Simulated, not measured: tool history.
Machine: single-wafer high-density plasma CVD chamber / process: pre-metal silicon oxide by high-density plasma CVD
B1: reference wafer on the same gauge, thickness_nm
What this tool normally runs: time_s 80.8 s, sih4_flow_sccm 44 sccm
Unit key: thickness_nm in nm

Run 1, day 0.000: usual settings; B1 274.277. Result: thickness_nm 292.278 nm.
Run 2, day 2.929: usual settings; B1 274.131. Result: thickness_nm 290.531 nm.
Run 3, day 4.042: usual settings but time_s 74.8 s; B1 273.823. Result: thickness_nm 270.378 nm.
Run 4, day 5.112: usual settings but time_s 74.8 s; B1 274.318. Result: thickness_nm 270.534 nm.
Run 5, day 7.925: usual settings but time_s 74.8 s; B1 274.070. Result: thickness_nm 270.189 nm.
Run 6, day 10.912: usual settings but sih4_flow_sccm 41 sccm; B1 274.072. Result: thickness_nm 273.198 nm.
Run 7, day 12.146: usual settings but sih4_flow_sccm 41 sccm; B1 274.110. Result: thickness_nm 270.795 nm.
Run 8, day 13.500: usual settings but sih4_flow_sccm 41 sccm; B1 273.832. Result: thickness_nm 268.863 nm.
Run 9, day 15.396: usual settings; B1 273.919. Result: thickness_nm 291.994 nm.
Run 10, day 18.333: usual settings but time_s 72.5 s, sih4_flow_sccm 41 sccm; B1 274.370. Result: thickness_nm 242.287 nm.
Run 11, day 20.858: usual settings; B1 274.074. Result: thickness_nm 286.063 nm.
Run 12, day 21.921: usual settings; B1 273.968. Result: thickness_nm 286.197 nm.
Run 13, day 24.004: usual settings; B1 273.961. Result: thickness_nm 287.795 nm.
Run 14, day 25.479: usual settings but time_s 85.6 s; B1 273.768. Result: thickness_nm 302.921 nm.
Run 15, day 28.188: usual settings but time_s 85.6 s; B1 273.900. Result: thickness_nm 301.021 nm.
At day 29.175: silane flow controller replaced.
At day 31.167: gauge calibrated.
Run 16, day 32.692: usual settings; B1 274.162. Result: thickness_nm 274.082 nm.
Run 17, day 35.196: usual settings; B1 274.124. Result: thickness_nm 276.389 nm.
Run 18, day 37.492: usual settings but sih4_flow_sccm 42 sccm; B1 273.995. Result: thickness_nm 263.052 nm.
At day 42.212: silane flow controller replaced, repeated, since the last time left the tool worse.
Run 19, day 43.350: usual settings; B1 274.000. Result: thickness_nm 296.782 nm.
Run 20, day 45.438: usual settings but sih4_flow_sccm 36 sccm; B1 274.128. Result: thickness_nm 242.979 nm.
Run 21, day 46.458: usual settings but time_s 90.6 s, sih4_flow_sccm 41 sccm; B1 274.145. Result: thickness_nm 309.945 nm.
Run 22, day 48.658: usual settings; B1 273.868. Result: thickness_nm 297.754 nm.
Run 23, day 50.171: usual settings but time_s 90.3 s; B1 273.944. Result: thickness_nm 328.985 nm.
Run 24, day 51.733: usual settings; B1 274.160. Result: thickness_nm 296.480 nm.
Run 25, day 54.596: usual settings but time_s 89.0 s, sih4_flow_sccm 51 sccm; B1 274.073. Result: thickness_nm 375.952 nm.
Run 26, day 56.554: usual settings but time_s 75.7 s, sih4_flow_sccm 38 sccm; B1 274.057. Result: thickness_nm 239.575 nm.
Run 27, day 58.917: usual settings but time_s 88.6 s; B1 273.774. Result: thickness_nm 325.291 nm.
Run 28, day 60.092: usual settings but time_s 68.0 s, sih4_flow_sccm 47 sccm; B1 274.288. Result: thickness_nm 265.467 nm.
Run 29, day 62.404: usual settings; B1 273.933. Result: thickness_nm 293.104 nm.
Run 30, day 63.721: usual settings; B1 273.993. Result: thickness_nm 295.547 nm.
Run 31, day 65.454: usual settings but time_s 75.4 s, sih4_flow_sccm 40 sccm; B1 273.884. Result: thickness_nm 251.496 nm.
Run 32, day 68.012: usual settings; B1 274.104. Result: thickness_nm 296.749 nm.
Run 33, day 69.900: usual settings but time_s 67.1 s, sih4_flow_sccm 40 sccm; B1 273.557. Result: thickness_nm 221.554 nm.
Run 34, day 71.733: usual settings but time_s 90.8 s, sih4_flow_sccm 41 sccm; B1 274.489. Result: thickness_nm 308.969 nm.
Run 35, day 72.933: usual settings but time_s 85.6 s; B1 273.909. Result: thickness_nm 307.634 nm.
Run 36, day 75.308: usual settings but sih4_flow_sccm 38 sccm; B1 274.286. Result: thickness_nm 253.320 nm.

State the hidden condition of the tool at each of the runs:
gauge reads high (%): 0, the same for each run
H1: delivered silane flow above the setpoint (%)
run       H1
  1    -1.16
  2    -1.38
  3    -1.47
  4    -1.56
  5     -1.8
  6    -2.07
  7    -2.19
  8    -2.33
  9    -2.52
 10    -2.84
 11    -3.13
 12    -3.25
 13     -3.5
 14    -3.68
 15    -4.03
 16    -7.64
 17    -7.67
 18     -7.7
 19   -0.084
 20  -0.0935
 21   -0.101
 22   -0.126
 23   -0.148
 24   -0.177
 25   -0.242
 26   -0.296
 27   -0.372
 28   -0.414
 29   -0.506
 30   -0.563
 31   -0.643
 32   -0.773
 33   -0.878
 34   -0.987
 35    -1.06
 36    -1.22
